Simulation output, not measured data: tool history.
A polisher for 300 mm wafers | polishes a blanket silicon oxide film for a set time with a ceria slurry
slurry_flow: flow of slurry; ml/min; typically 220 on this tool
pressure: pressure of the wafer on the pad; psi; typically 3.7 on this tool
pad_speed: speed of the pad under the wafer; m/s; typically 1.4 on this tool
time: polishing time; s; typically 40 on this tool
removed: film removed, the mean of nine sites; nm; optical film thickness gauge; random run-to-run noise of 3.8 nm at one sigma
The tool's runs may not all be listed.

run   hour  slurry_flow  pressure  pad_speed  time  incoming thickness of the incoming film, nm  removed
  1      0          220       3.7        1.4    40                                          830      342
       5.3  -- worn pad replaced by a new one
  2   27.1          220       3.7        1.4    40                                        823.2    346.2
  3     54          220       3.7        1.4    43                                        821.6    370.7
  4   75.9          220       3.7        1.4    43                                        818.4    362.3
  5   99.5          220       3.7        1.4    43                                        819.9    366.9
  6  124.7          220       3.7        1.3    40                                        833.4    317.2
  7  158.5          220       3.7       1.78    40                                        846.8    432.2
     169.9  -- worn pad replaced by a new one
  8  181.2          220       3.7       1.78    40                                        812.4      455
  9  211.1          220       3.7       1.78    40                                        830.1    434.9
 10  224.6          220       3.7        1.4    40                                        830.1    340.9
 11  239.1          270       3.7       1.78    40                                        814.9    434.6
 12    274          270       3.7       1.78    40                                        821.7    432.4
 13  298.3          220       3.7        1.4    37                                        830.7    307.8
     315.4  -- head pressure recalibrated
       335  -- worn pad replaced by a new one, of another model than before
 14  346.4          220       3.7        1.4    37                                        815.2    328.4
 15  359.9          220       3.7        1.4    40                                        825.6    345.2
 16  375.2          220       3.7        1.4    40                                        828.3    342.5
 17  396.7          220       3.7       1.68    40                                        825.1    392.8
 18  410.4          220       3.7       1.64    40                                        829.7    383.5
 19  432.9          165       2.5        1.4    34                                        826.2    181.3
 20  449.4          270       3.7       1.78    40                                        834.9    413.8
 21  468.4          220       3.7        1.4    40                                        837.5    341.5
     478.3  -- worn pad replaced by a new one
 22  495.7          220       3.7       0.94    40                                        816.6    272.5
 23    513          280         4       1.76    30                                        827.3    339.9
 24  536.1          240       4.6        1.4    40                                        815.1    441.1
     537.9  -- slurry nozzle cleaned
 25  555.4          185       2.6       1.72    44                                        840.9      293
 26  578.9          220       3.7        1.4    54                                          844    471.1

Estimate the outcome of run 27 from the log above:
 27  601.8          220       3.7        1.4    40                                        815.3        ?

removed: 337.2 nm
If the tool had no hidden condition, the same run with the same run-to-run variation would have returned removed 353.2 nm.
